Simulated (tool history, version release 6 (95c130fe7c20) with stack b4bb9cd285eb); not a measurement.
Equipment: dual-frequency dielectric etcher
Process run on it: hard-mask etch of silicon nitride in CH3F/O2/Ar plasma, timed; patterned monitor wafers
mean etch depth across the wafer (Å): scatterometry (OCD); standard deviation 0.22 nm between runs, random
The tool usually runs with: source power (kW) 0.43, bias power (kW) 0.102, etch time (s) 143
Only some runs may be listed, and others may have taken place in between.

run,hour,source power (kW),bias power (kW),etch time (s),wafers since the last listed run,hours since the last wet clean,hours since the last source power generator calibration,hours since the last bias power generator calibration,hours since the last upper electrode change,hours since the gauge calibration,"read-back reference wafer on the same gauge, depth_nm",mean etch depth across the wafer (Å)
1,0,0.43,0.102,143,0,58.2,3897.8,1964.2,4655.7,137.7,96,1059
2,51.6,0.43,0.102,143,339,109.8,3949.4,2015.8,4707.3,189.3,96,1066
3,114.6,0.43,0.102,143,414,172.8,4012.4,2078.8,4770.3,252.3,96,1061
4,181.1,0.35,0.102,143,437,239.3,4078.9,2145.3,4836.8,318.8,96,983
5,239.8,0.35,0.102,143,386,298,4137.6,2204,4895.5,377.5,96,983
6,264.3,0.35,0.102,143,161,322.5,4162.1,2228.5,4920,402,96,981
7,298.5,0.43,0.084,143,225,356.7,4196.3,2262.7,4954.2,436.2,96,974
# hour 337.8: wet clean of the chamber
8,358.5,0.43,0.102,143,236,20.7,4256.3,2322.7,5014.2,496.2,96,1063
9,383.1,0.43,0.102,143,161,45.3,4280.9,2347.3,5038.8,520.8,96,1063
10,414.4,0.43,0.102,143,205,76.6,4312.2,2378.6,5070.1,552.1,96,1064
11,458.6,0.43,0.102,143,290,120.8,4356.4,2422.8,5114.3,596.3,96,1059
# hour 541.2: source power generator calibrated
12,583.2,0.43,0.102,143,793,245.4,42,2547.4,5238.9,720.9,96,1061
# hour 619.1: gauge calibrated
13,655.2,0.43,0.102,125.5,473,317.4,114,2619.4,5310.9,36.1,96,934
# hour 695.9: bias power generator calibrated
# hour 714: wet clean of the chamber
# hour 720.7: upper electrode replaced
14,721.2,0.38,0.084,100.5,244,7.2,180,25.3,0.5,102.1,96,651
15,730,0.43,0.102,159,57,16,188.8,34.1,9.3,110.9,96,1182
16,765.1,0.43,0.102,128,230,51.1,223.9,69.2,44.4,146,96,950
17,816.4,0.43,0.102,143,337,102.4,275.2,120.5,95.7,197.3,96,1060
18,886.4,0.51,0.102,143,460,172.4,345.2,190.5,165.7,267.3,96,1139
19,926.8,0.43,0.102,143,265,212.8,385.6,230.9,206.1,307.7,96,1061
20,988.9,0.47,0.077,170.5,408,274.9,447.7,293,268.2,369.8,96,1151
21,1032.3,0.5,0.12,143,285,318.3,491.1,336.4,311.6,413.2,96,1210
22,1062.1,0.35,0.102,143,196,348.1,520.9,366.2,341.4,443,96,984
# hour 1101.8: wet clean of the chamber
23,1156.6,0.37,0.118,177,463,54.8,615.4,460.7,435.9,537.5,96,1332

3 options for the next run, each taken on its own from the tool as it stands now. Forecast them:
A,1157.1,0.52,0.102,143,3,55.3,615.9,461.2,436.4,538,?,?
B,1157.1,0.5,0.12,102,3,55.3,615.9,461.2,436.4,538,?,?
C,1157.1,0.5,0.082,132,3,55.3,615.9,461.2,436.4,538,?,?

run,"read-back reference wafer on the same gauge, depth_nm",mean etch depth across the wafer (Å)
A,96,1141
B,96,863
C,96,940
Without the tool's unlogged condition, the same runs would have read:
run,mean etch depth across the wafer (Å)
A,1141
B,863
C,940
